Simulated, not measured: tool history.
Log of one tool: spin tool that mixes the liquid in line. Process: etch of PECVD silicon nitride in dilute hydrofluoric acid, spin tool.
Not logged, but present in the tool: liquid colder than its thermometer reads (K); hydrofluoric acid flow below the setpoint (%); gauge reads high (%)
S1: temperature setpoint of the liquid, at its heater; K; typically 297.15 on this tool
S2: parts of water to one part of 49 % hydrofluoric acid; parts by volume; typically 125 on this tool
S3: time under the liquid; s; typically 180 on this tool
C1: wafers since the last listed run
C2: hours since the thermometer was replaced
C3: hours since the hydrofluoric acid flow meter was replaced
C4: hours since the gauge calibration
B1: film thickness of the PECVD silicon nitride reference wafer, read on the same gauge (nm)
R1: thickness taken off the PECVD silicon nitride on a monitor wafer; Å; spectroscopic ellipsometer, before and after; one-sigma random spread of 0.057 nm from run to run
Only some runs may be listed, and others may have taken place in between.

| run | day | S1 | S2 | S3 | C1 | C2 | C3 | C4 | B1 | R1 |
|---|---|---|---|---|---|---|---|---|---|---|
| 1 | 0.000 | 297.15 | 125 | 180 | 0 | 708.5 | 389.7 | 6.0 | 80.02 | 65.5 |
| 2 | 0.550 | 297.15 | 125 | 180 | 60 | 721.7 | 402.9 | 19.2 | 79.99 | 65.0 |
| 3 | 1.238 | 297.15 | 125 | 180 | 75 | 738.2 | 419.4 | 35.7 | 80.03 | 64.1 |
| 4 | 1.746 | 297.15 | 125 | 180 | 55 | 750.4 | 431.6 | 47.9 | 79.98 | 64.3 |
| 5 | 2.279 | 297.15 | 125 | 180 | 58 | 763.2 | 444.4 | 60.7 | 79.98 | 63.8 |
| 6 | 2.658 | 299.15 | 125 | 205 | 41 | 772.3 | 453.5 | 69.8 | 80.02 | 81.7 |
| 7 | 3.200 | 299.15 | 125 | 205 | 59 | 785.3 | 466.5 | 82.8 | 79.98 | 81.0 |
| 8 | 3.879 | 297.15 | 125 | 180 | 74 | 801.6 | 482.8 | 99.1 | 79.97 | 62.8 |
| 9 | 4.317 | 297.15 | 125 | 180 | 47 | 812.1 | 493.3 | 109.6 | 79.99 | 63.0 |
| 10 | 4.800 | 301.15 | 125 | 180 | 52 | 823.7 | 504.9 | 121.2 | 79.99 | 81.4 |
| 11 | 5.088 | 299.15 | 125 | 180 | 31 | 830.6 | 511.8 | 128.1 | 80.03 | 71.7 |
| 12 | 5.754 | 294.65 | 175 | 90 | 72 | 846.6 | 527.8 | 144.1 | 80.01 | 18.8 |
| 13 | 6.383 | 297.15 | 125 | 180 | 68 | 861.7 | 542.9 | 159.2 | 80.03 | 61.8 |

What does the tool deliver on the next run?
| 14 | 6.654 | 300.65 | 150 | 75 | 29 | 868.2 | 549.4 | 165.7 | ? | ? |

{"run 14": {"B1": 79.93, "R1": 26.7}}
On a tool with no hidden condition, and with the same random variation, this run would have come out at R1 35.6 Å.
